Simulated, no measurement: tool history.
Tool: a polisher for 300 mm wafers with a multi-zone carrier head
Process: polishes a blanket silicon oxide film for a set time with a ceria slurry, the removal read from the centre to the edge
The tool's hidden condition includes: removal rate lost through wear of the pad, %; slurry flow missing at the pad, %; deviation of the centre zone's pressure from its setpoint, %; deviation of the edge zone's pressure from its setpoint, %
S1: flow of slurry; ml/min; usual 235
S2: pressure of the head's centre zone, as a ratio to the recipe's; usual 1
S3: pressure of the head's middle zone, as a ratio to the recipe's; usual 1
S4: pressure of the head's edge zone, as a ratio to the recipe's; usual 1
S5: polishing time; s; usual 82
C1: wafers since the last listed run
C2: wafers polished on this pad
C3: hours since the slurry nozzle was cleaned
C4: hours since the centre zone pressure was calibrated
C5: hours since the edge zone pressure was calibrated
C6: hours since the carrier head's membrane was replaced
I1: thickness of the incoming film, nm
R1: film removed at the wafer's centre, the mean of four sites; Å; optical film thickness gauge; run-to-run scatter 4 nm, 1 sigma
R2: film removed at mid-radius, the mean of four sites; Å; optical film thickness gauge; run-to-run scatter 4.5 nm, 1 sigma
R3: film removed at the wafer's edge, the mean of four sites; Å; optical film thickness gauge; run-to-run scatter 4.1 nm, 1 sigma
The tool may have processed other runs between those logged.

run 1 hour=0 | S1=235 S2=1 S3=1 S4=1.04 S5=82 | C1=0 C2=406 C3=157.2 C4=668.5 C5=535.5 C6=1705.3 | I1=1104.1 | R1=3388 R2=3816 R3=3855
run 2 hour=14.5 | S1=235 S2=1 S3=1 S4=1.04 S5=82 | C1=130 C2=537 C3=171.7 C4=683 C5=550 C6=1719.8 | I1=1124.4 | R1=3321 R2=3776 R3=3912
run 3 hour=27.8 | S1=235 S2=1 S3=1 S4=1 S5=82 | C1=120 C2=657 C3=185 C4=696.3 C5=563.3 C6=1733.1 | I1=1111.7 | R1=3356 R2=3733 R3=3872
run 4 hour=40.3 | S1=235 S2=1 S3=1 S4=1 S5=82 | C1=112 C2=769 C3=197.5 C4=708.8 C5=575.8 C6=1745.6 | I1=1124.1 | R1=3320 R2=3778 R3=3813
run 5 hour=49.8 | S1=235 S2=1 S3=1 S4=1 S5=82 | C1=85 C2=855 C3=207 C4=718.3 C5=585.3 C6=1755.1 | I1=1134.8 | R1=3321 R2=3763 R3=3867
run 6 hour=58.4 | S1=235 S2=1 S3=1 S4=1 S5=82 | C1=77 C2=933 C3=215.6 C4=726.9 C5=593.9 C6=1763.7 | I1=1114.3 | R1=3311 R2=3841 R3=3850
run 7 hour=74 | S1=235 S2=1 S3=1 S4=1 S5=82 | C1=140 C2=1073 C3=231.2 C4=742.5 C5=609.5 C6=1779.3 | I1=1132.2 | R1=3276 R2=3875 R3=3799
-- hour=85.8 worn pad replaced by a new one
run 8 hour=86.1 | S1=175 S2=1 S3=1 S4=1 S5=82 | C1=73 C2=3 C3=243.3 C4=754.6 C5=621.6 C6=1791.4 | I1=1137.1 | R1=3101 R2=3591 R3=3685
-- hour=94 carrier head's membrane replaced by a new one
-- hour=111.4 centre zone pressure recalibrated
run 9 hour=118.9 | S1=235 S2=1 S3=1 S4=1 S5=65 | C1=232 C2=235 C3=276.1 C4=7.5 C5=654.4 C6=24.9 | I1=1103 | R1=3005 R2=2977 R3=3056
run 10 hour=129 | S1=270 S2=1 S3=1.06 S4=1.1 S5=94 | C1=91 C2=326 C3=286.2 C4=17.6 C5=664.5 C6=35 | I1=1131 | R1=4370 R2=4548 R3=4618
-- hour=131.3 edge zone pressure recalibrated
run 11 hour=146.7 | S1=235 S2=1 S3=0.91 S4=1 S5=102 | C1=141 C2=468 C3=303.9 C4=35.3 C5=15.4 C6=52.7 | I1=1100.1 | R1=4696 R2=4441 R3=4765
run 12 hour=153.2 | S1=210 S2=1 S3=1.09 S4=1 S5=82 | C1=58 C2=527 C3=310.4 C4=41.8 C5=21.9 C6=59.2 | I1=1108.3 | R1=3702 R2=4060 R3=3744
-- hour=155.1 slurry nozzle cleaned
run 13 hour=160.6 | S1=235 S2=1 S3=1 S4=1 S5=82 | C1=57 C2=585 C3=5.5 C4=49.2 C5=29.3 C6=66.6 | I1=1114.8 | R1=3737 R2=3861 R3=3788
run 14 hour=202.8 | S1=235 S2=1 S3=1 S4=1 S5=82 | C1=380 C2=965 C3=47.7 C4=91.4 C5=71.5 C6=108.8 | I1=1109.4 | R1=3806 R2=3800 R3=3882
run 15 hour=212.1 | S1=235 S2=1 S3=1 S4=0.91 S5=82 | C1=83 C2=1049 C3=57 C4=100.7 C5=80.8 C6=118.1 | I1=1114.1 | R1=3737 R2=3764 R3=3700
-- hour=217.7 worn pad replaced by a new one
run 16 hour=228.7 | S1=235 S2=1 S3=1 S4=1 S5=82 | C1=113 C2=99 C3=73.6 C4=117.3 C5=97.4 C6=134.7 | I1=1143.2 | R1=3836 R2=3801 R3=3844
run 17 hour=241.8 | S1=290 S2=1 S3=1.04 S4=1.09 S5=58 | C1=118 C2=217 C3=86.7 C4=130.4 C5=110.5 C6=147.8 | I1=1105.5 | R1=2757 R2=2807 R3=2881
run 18 hour=258.3 | S1=235 S2=1 S3=1 S4=1 S5=58 | C1=148 C2=366 C3=103.2 C4=146.9 C5=127 C6=164.3 | I1=1132.7 | R1=2693 R2=2663 R3=2662
run 19 hour=275.9 | S1=290 S2=1 S3=1 S4=0.96 S5=103 | C1=158 C2=525 C3=120.8 C4=164.5 C5=144.6 C6=181.9 | I1=1101.7 | R1=4794 R2=4773 R3=4664
run 20 hour=286.7 | S1=235 S2=0.94 S3=1 S4=1 S5=105 | C1=97 C2=622 C3=131.6 C4=175.3 C5=155.4 C6=192.7 | I1=1133.1 | R1=4512 R2=4838 R3=4891
run 21 hour=303 | S1=195 S2=1 S3=1.03 S4=0.95 S5=109 | C1=147 C2=769 C3=147.9 C4=191.6 C5=171.7 C6=209 | I1=1136.9 | R1=4889 R2=5023 R3=4858
run 22 hour=315.8 | S1=235 S2=1 S3=1 S4=1 S5=82 | C1=115 C2=885 C3=160.7 C4=204.4 C5=184.5 C6=221.8 | I1=1119.2 | R1=3686 R2=3828 R3=3722
run 23 hour=331.2 | S1=235 S2=1 S3=1 S4=0.94 S5=82 | C1=138 C2=1024 C3=176.1 C4=219.8 C5=199.9 C6=237.2 | I1=1118.8 | R1=3704 R2=3723 R3=3742

Consider 3 possible next runs. They are alternatives, not a sequence: every one starts from the tool as it was left by run 23. What does each give?
run A hour=331.7 | S1=235 S2=1 S3=1 S4=1 S5=82 | C1=4 C2=1028 C3=176.6 C4=220.3 C5=200.4 C6=237.7 | I1=1143.3 | R1=? R2=? R3=?
run B hour=331.7 | S1=235 S2=1 S3=0.94 S4=1.05 S5=82 | C1=4 C2=1028 C3=176.6 C4=220.3 C5=200.4 C6=237.7 | I1=1143.3 | R1=? R2=? R3=?
run C hour=331.7 | S1=235 S2=1 S3=1.11 S4=1 S5=82 | C1=4 C2=1028 C3=176.6 C4=220.3 C5=200.4 C6=237.7 | I1=1143.3 | R1=? R2=? R3=?

run=A R1=3679 R2=3854 R3=3876
run=B R1=3678 R2=3658 R3=3968
run=C R1=3682 R2=4212 R3=3870
Had the tool no hidden state, the same runs would have come out as:
run=A R1=3738 R2=3854 R3=3876
run=B R1=3737 R2=3658 R3=3968
run=C R1=3741 R2=4212 R3=3870
